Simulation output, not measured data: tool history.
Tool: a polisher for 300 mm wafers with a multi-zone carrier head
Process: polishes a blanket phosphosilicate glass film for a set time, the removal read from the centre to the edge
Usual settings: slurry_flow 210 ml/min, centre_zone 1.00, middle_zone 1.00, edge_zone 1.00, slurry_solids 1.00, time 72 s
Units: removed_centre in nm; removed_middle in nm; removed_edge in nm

run,day,slurry_flow,centre_zone,middle_zone,edge_zone,slurry_solids,time,"incoming thickness of the incoming film, nm",removed_centre,removed_middle,removed_edge
1,0.000,210,0.91,1.00,1.00,1.00,59,1964.0,518.4,559.6,563.1
2,2.688,145,1.00,1.00,1.00,0.70,72,1984.6,428.6,427.6,437.5
3,4.892,210,1.00,1.07,0.89,1.30,72,1946.9,815.6,858.2,767.2
4,7.283,210,1.00,1.00,1.00,1.00,82,1966.7,795.7,772.5,790.3
# day 8.092: edge zone pressure recalibrated
5,8.558,210,1.00,1.00,1.00,1.00,72,1972.3,693.9,680.5,683.0
6,9.583,245,1.00,0.88,1.00,1.00,83,1979.0,825.3,724.1,807.0
7,11.558,210,1.00,1.00,1.00,1.00,72,1969.9,682.2,670.9,682.2
# day 12.483: carrier head's membrane replaced by a new one
8,12.679,210,1.03,1.00,0.90,1.00,57,1951.6,554.5,529.9,507.6
9,14.483,210,1.00,1.00,1.00,1.00,72,1953.6,684.4,664.7,678.6
10,17.112,190,1.05,0.97,0.93,1.00,72,1961.7,691.5,638.3,648.2
# day 17.592: centre zone pressure recalibrated
11,18.250,210,1.00,1.00,1.00,1.00,72,1960.0,671.0,661.7,685.5
12,19.483,210,1.00,1.00,0.89,1.00,48,1940.9,454.2,440.7,423.3
# day 20.983: worn pad replaced by a new one
13,24.017,210,1.00,1.00,1.00,1.00,64,1980.4,596.0,587.8,600.5
14,25.275,190,1.00,1.00,1.00,0.85,83,1999.8,641.7,648.9,668.5
15,27.817,210,1.00,1.00,1.00,1.00,72,1967.5,661.8,659.4,669.6
16,29.358,210,1.00,1.00,0.90,1.00,72,1979.4,669.0,658.9,642.7
17,31.471,165,1.00,1.00,1.00,1.00,72,2007.5,618.2,618.8,638.3
# day 33.742: slurry nozzle cleaned
# day 37.425: carrier head's membrane replaced by a new one
# day 39.279: worn pad replaced by a new one
18,40.362,210,1.00,1.00,1.00,1.00,72,1972.9,704.6,686.6,688.6
# day 41.808: centre zone pressure recalibrated
19,42.342,210,1.00,1.00,0.94,1.00,72,1949.1,684.7,686.1,657.5
20,45.071,240,1.08,1.00,1.00,1.10,72,1951.1,801.1,745.8,742.8
# day 45.379: edge zone pressure recalibrated
21,46.462,180,1.00,1.00,1.04,1.30,83,1963.2,886.1,885.2,925.8
22,50.046,170,1.00,1.00,1.00,1.00,72,1955.9,647.9,630.0,654.6

3 ways to go on from here, each from the tool as it stands after run 22. What would each give?
A,50.062,210,1.00,1.00,1.00,1.00,72,1964.5,?,?,?
B,50.062,210,1.00,1.00,1.07,0.80,72,1964.5,?,?,?
C,50.062,210,1.00,0.91,0.94,1.00,61,1964.5,?,?,?

run,removed_centre,removed_middle,removed_edge
A,674.6,671.2,677.2
B,546.6,543.8,567.3
C,571.2,525.5,557.8
Without the tool's hidden state the same runs would have given:
run,removed_centre,removed_middle,removed_edge
A,723.4,714.2,708.7
B,586.2,578.6,593.7
C,612.5,559.2,583.7
